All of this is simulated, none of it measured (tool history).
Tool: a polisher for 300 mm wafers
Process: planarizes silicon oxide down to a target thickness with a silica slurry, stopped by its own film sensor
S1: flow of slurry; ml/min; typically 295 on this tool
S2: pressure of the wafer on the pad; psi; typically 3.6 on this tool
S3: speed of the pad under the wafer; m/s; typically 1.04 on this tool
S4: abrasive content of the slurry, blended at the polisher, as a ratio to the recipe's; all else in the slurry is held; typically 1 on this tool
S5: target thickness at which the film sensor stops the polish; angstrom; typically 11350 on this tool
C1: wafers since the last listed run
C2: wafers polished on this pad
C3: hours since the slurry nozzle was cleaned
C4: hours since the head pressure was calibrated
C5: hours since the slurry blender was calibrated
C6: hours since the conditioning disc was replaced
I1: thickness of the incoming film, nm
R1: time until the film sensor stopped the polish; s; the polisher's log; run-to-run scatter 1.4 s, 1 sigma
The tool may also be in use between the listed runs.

| run | hour | S1 | S2 | S3 | S4 | S5 | C1 | C2 | C3 | C4 | C5 | C6 | I1 | R1 |
|---|---|---|---|---|---|---|---|---|---|---|---|---|---|---|
| 1 | 0 | 295 | 3.6 | 1.04 | 1 | 11350 | 0 | 3990 | 277.9 | 358.1 | 30.6 | 46.6 | 1318.1 | 75.6 |
|  | 31.5 | worn pad replaced by a new one |
| 2 | 59.5 | 295 | 3.6 | 1.04 | 1 | 11690 | 548 | 276 | 337.4 | 417.6 | 90.1 | 106.1 | 1341.1 | 81.8 |
|  | 120.5 | slurry nozzle cleaned |
| 3 | 129.5 | 295 | 3.6 | 1.04 | 1 | 11350 | 682 | 959 | 9 | 487.6 | 160.1 | 176.1 | 1344.4 | 106.4 |
|  | 168.8 | head pressure recalibrated |
| 4 | 195.5 | 295 | 3.6 | 1.04 | 1 | 11350 | 632 | 1592 | 75 | 26.7 | 226.1 | 242.1 | 1332.1 | 106.6 |
| 5 | 264.6 | 295 | 3.6 | 1.04 | 1 | 11350 | 683 | 2275 | 144.1 | 95.8 | 295.2 | 311.2 | 1341.9 | 114 |
|  | 320.4 | conditioning disc replaced and pad reconditioned |
| 6 | 340.5 | 295 | 3.3 | 1.04 | 1 | 11350 | 730 | 3006 | 220 | 171.7 | 371.1 | 20.1 | 1329.8 | 107.3 |
|  | 376.6 | slurry blender recalibrated |
|  | 379.8 | worn pad replaced by a new one |
| 7 | 380.3 | 295 | 3.3 | 1.04 | 1 | 11350 | 342 | 5 | 259.8 | 211.5 | 3.7 | 59.9 | 1341.8 | 92.6 |
| 8 | 443.7 | 295 | 3.6 | 0.78 | 1 | 11350 | 626 | 632 | 323.2 | 274.9 | 67.1 | 123.3 | 1344.2 | 109.6 |
|  | 526.4 | slurry nozzle cleaned |
| 9 | 541.5 | 295 | 3.6 | 0.78 | 1 | 11350 | 957 | 1589 | 15.1 | 372.7 | 164.9 | 221.1 | 1345 | 122.1 |
| 10 | 589.8 | 295 | 3.6 | 1.04 | 1 | 11350 | 477 | 2067 | 63.4 | 421 | 213.2 | 269.4 | 1360 | 116.5 |
|  | 606.8 | head pressure recalibrated |
| 11 | 664.2 | 200 | 3.6 | 1.04 | 1 | 11350 | 715 | 2782 | 137.8 | 57.4 | 287.6 | 343.8 | 1341.4 | 119.4 |
|  | 701.9 | conditioning disc replaced and pad reconditioned |
| 12 | 750 | 295 | 4 | 0.84 | 1 | 11670 | 828 | 3611 | 223.6 | 143.2 | 373.4 | 48.1 | 1329.3 | 81.3 |
|  | 789.4 | worn pad replaced by a new one |
| 13 | 789.9 | 385 | 2.5 | 0.86 | 1.3 | 11350 | 354 | 5 | 263.5 | 183.1 | 413.3 | 88 | 1336.7 | 139.8 |
|  | 796.8 | slurry blender recalibrated |
| 14 | 865.7 | 295 | 2.7 | 1.04 | 1.15 | 11970 | 729 | 735 | 339.3 | 258.9 | 68.9 | 163.8 | 1348.9 | 92.6 |
|  | 912.8 | slurry nozzle cleaned |
| 15 | 970.9 | 390 | 3.6 | 1.04 | 1 | 11350 | 1030 | 1765 | 58.1 | 364.1 | 174.1 | 269 | 1324.8 | 98.6 |
| 16 | 1033.9 | 295 | 3.6 | 1.04 | 1.25 | 10750 | 622 | 2388 | 121.1 | 427.1 | 237.1 | 332 | 1344.7 | 139.3 |
|  | 1075.2 | head pressure recalibrated |
|  | 1097 | conditioning disc replaced and pad reconditioned |
| 17 | 1133.2 | 295 | 3.6 | 1.04 | 1 | 11350 | 942 | 3330 | 220.4 | 58 | 336.4 | 36.2 | 1354 | 119.3 |
|  | 1192.9 | worn pad replaced by a new one |
| 18 | 1236.1 | 360 | 3.6 | 1.22 | 1 | 10720 | 977 | 427 | 323.3 | 160.9 | 439.3 | 139.1 | 1329.6 | 135.2 |
|  | 1265.7 | slurry blender recalibrated |
| 19 | 1319.1 | 295 | 3.6 | 1.04 | 0.8 | 11350 | 800 | 1228 | 406.3 | 243.9 | 53.4 | 222.1 | 1342.5 | 109.7 |
|  | 1324.5 | slurry nozzle cleaned |
| 20 | 1366.1 | 295 | 4.4 | 1.36 | 1.15 | 11350 | 454 | 1682 | 41.6 | 290.9 | 100.4 | 269.1 | 1353.7 | 75.7 |
| 21 | 1462.8 | 295 | 4 | 0.84 | 1 | 11670 | 956 | 2639 | 138.3 | 387.6 | 197.1 | 365.8 | 1351.1 | 99.2 |
|  | 1539.9 | conditioning disc replaced and pad reconditioned |
|  | 1547.2 | worn pad replaced by a new one |
| 22 | 1547.7 | 255 | 4.1 | 1.04 | 1.3 | 10660 | 780 | 4 | 223.2 | 472.5 | 282 | 7.8 | 1335.9 | 98.2 |
|  | 1576.1 | head pressure recalibrated |
| 23 | 1601.4 | 295 | 3.6 | 0.78 | 1 | 11350 | 511 | 516 | 276.9 | 25.3 | 335.7 | 61.5 | 1351.8 | 129.8 |

Selected run-to-run steps in R1, each split into two signed amounts: the part the tool would show with no hidden state at all (from settings, incoming material and random variation), and the remainder, which goes to the hidden state together with any gauge scatter not common to the measured and the hidden-state-free results:
The hidden state here: removal rate lost through wear of the pad, %; slurry flow missing at the pad, %; deviation of the head's pressure from its setpoint, %; abrasive missing from the slurry, %; time polished since the conditioner stopped cutting, s.
Run 6 -> 7: slurry blender recalibrated, worn pad replaced by a new one. R1 -14.7 s: hidden state -19.9, all else +5.2.
Run 12 -> 13: S1 295 -> 385, S2 4 -> 2.5, S3 0.84 -> 0.86, S4 1 -> 1.3, S5 11670 -> 11350, worn pad replaced by a new one. R1 +58.5 s: hidden state +12.1, all else +46.4.
Run 13 -> 14: S1 385 -> 295, S2 2.5 -> 2.7, S3 0.86 -> 1.04, S4 1.3 -> 1.15, S5 11350 -> 11970, slurry blender recalibrated. R1 -47.2 s: hidden state -14.7, all else -32.5.
Run 18 -> 19: S1 360 -> 295, S3 1.22 -> 1.04, S4 1 -> 0.8, S5 10720 -> 11350, slurry blender recalibrated. R1 -25.5 s: hidden state -26.4, all else +0.9.
